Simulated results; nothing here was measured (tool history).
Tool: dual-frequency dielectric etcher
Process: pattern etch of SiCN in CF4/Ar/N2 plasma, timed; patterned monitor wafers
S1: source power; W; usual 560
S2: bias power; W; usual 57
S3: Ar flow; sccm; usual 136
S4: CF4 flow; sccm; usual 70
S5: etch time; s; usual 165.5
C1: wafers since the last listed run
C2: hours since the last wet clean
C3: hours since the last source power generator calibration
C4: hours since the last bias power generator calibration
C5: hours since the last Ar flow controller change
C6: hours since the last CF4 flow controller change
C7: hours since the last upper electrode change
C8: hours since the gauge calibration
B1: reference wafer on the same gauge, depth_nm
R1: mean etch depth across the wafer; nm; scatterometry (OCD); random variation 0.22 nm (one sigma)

Run 1, hour 0.0: usual settings; C1 0; C2 569.9; C3 4902.4; C4 4444.4; C5 0.5; C6 11.4; C7 3898.2; C8 441.6; B1 157.8. Result: R1 143.3 nm.
Run 2, hour 12.1: usual settings; C1 108; C2 582.0; C3 4914.5; C4 4456.5; C5 12.6; C6 23.5; C7 3910.3; C8 453.7; B1 157.9. Result: R1 143.3 nm.
At hour 39.7: wet clean of the chamber.
Run 3, hour 40.2: usual settings but S1 500 W, S3 146 sccm; C1 36; C2 0.5; C3 4942.6; C4 4484.6; C5 40.7; C6 51.6; C7 3938.4; C8 481.8; B1 158.0. Result: R1 127.6 nm.
At hour 60.1: bias power generator calibrated.
Run 4, hour 60.6: usual settings but S1 500 W, S3 146 sccm; C1 147; C2 20.9; C3 4963.0; C4 0.5; C5 61.1; C6 72.0; C7 3958.8; C8 502.2; B1 157.9. Result: R1 126.9 nm.
Run 5, hour 96.5: usual settings but S1 500 W, S3 146 sccm; C1 322; C2 56.8; C3 4998.9; C4 36.4; C5 97.0; C6 107.9; C7 3994.7; C8 538.1; B1 158.0. Result: R1 127.1 nm.
Run 6, hour 126.0: usual settings; C1 265; C2 86.3; C3 5028.4; C4 65.9; C5 126.5; C6 137.4; C7 4024.2; C8 567.6; B1 158.0. Result: R1 141.5 nm.
Run 7, hour 139.4: usual settings but S4 78 sccm; C1 120; C2 99.7; C3 5041.8; C4 79.3; C5 139.9; C6 150.8; C7 4037.6; C8 581.0; B1 158.1. Result: R1 144.3 nm.
At hour 148.7: source power generator calibrated.
At hour 197.4: upper electrode replaced.
Run 8, hour 224.7: usual settings but S2 53 W, S3 115 sccm; C1 514; C2 185.0; C3 76.0; C4 164.6; C5 225.2; C6 236.1; C7 27.3; C8 666.3; B1 158.1. Result: R1 148.5 nm.
Run 9, hour 241.1: usual settings; C1 147; C2 201.4; C3 92.4; C4 181.0; C5 241.6; C6 252.5; C7 43.7; C8 682.7; B1 158.0. Result: R1 146.6 nm.
Run 10, hour 255.7: usual settings but S1 600 W, S3 161 sccm; C1 131; C2 216.0; C3 107.0; C4 195.6; C5 256.2; C6 267.1; C7 58.3; C8 697.3; B1 157.9. Result: R1 149.4 nm.
Run 11, hour 277.4: usual settings but S3 163 sccm; C1 194; C2 237.7; C3 128.7; C4 217.3; C5 277.9; C6 288.8; C7 80.0; C8 719.0; B1 158.0. Result: R1 141.0 nm.
At hour 287.9: gauge calibrated.
Run 12, hour 297.4: usual settings; C1 179; C2 257.7; C3 148.7; C4 237.3; C5 297.9; C6 308.8; C7 100.0; C8 9.5; B1 158.1. Result: R1 147.3 nm.
Run 13, hour 330.4: usual settings but S1 700 W, S5 131.5 s; C1 296; C2 290.7; C3 181.7; C4 270.3; C5 330.9; C6 341.8; C7 133.0; C8 42.5; B1 157.9. Result: R1 140.3 nm.
Run 14, hour 342.8: usual settings but S3 146 sccm, S4 65 sccm, S5 208.5 s; C1 111; C2 303.1; C3 194.1; C4 282.7; C5 343.3; C6 354.2; C7 145.4; C8 54.9; B1 158.0. Result: R1 180.2 nm.
Run 15, hour 357.6: usual settings but S2 51 W, S4 54 sccm; C1 132; C2 317.9; C3 208.9; C4 297.5; C5 358.1; C6 369.0; C7 160.2; C8 69.7; B1 158.0. Result: R1 135.2 nm.
Run 16, hour 370.7: usual settings but S3 151 sccm; C1 117; C2 331.0; C3 222.0; C4 310.6; C5 371.2; C6 382.1; C7 173.3; C8 82.8; B1 158.0. Result: R1 143.5 nm.
Run 17, hour 402.3: usual settings but S4 53 sccm, S5 133.5 s; C1 283; C2 362.6; C3 253.6; C4 342.2; C5 402.8; C6 413.7; C7 204.9; C8 114.4; B1 158.0. Result: R1 113.0 nm.
Run 18, hour 426.6: usual settings but S4 64 sccm; C1 218; C2 386.9; C3 277.9; C4 366.5; C5 427.1; C6 438.0; C7 229.2; C8 138.7; B1 158.0. Result: R1 144.9 nm.
Run 19, hour 438.7: usual settings but S2 45 W, S3 148 sccm, S4 81 sccm; C1 108; C2 399.0; C3 290.0; C4 378.6; C5 439.2; C6 450.1; C7 241.3; C8 150.8; B1 158.0. Result: R1 137.1 nm.

The next listed run, before its measurement:
Run 20, hour 463.8: usual settings; C1 225; C2 424.1; C3 315.1; C4 403.7; C5 464.3; C6 475.2; C7 266.4; C8 175.9; B1 ?. Result: R1 ?.

Run 20 gave B1 158.1, R1 147.1 nm.
Without the tool's hidden state the same run would have given R1 147.9 nm.
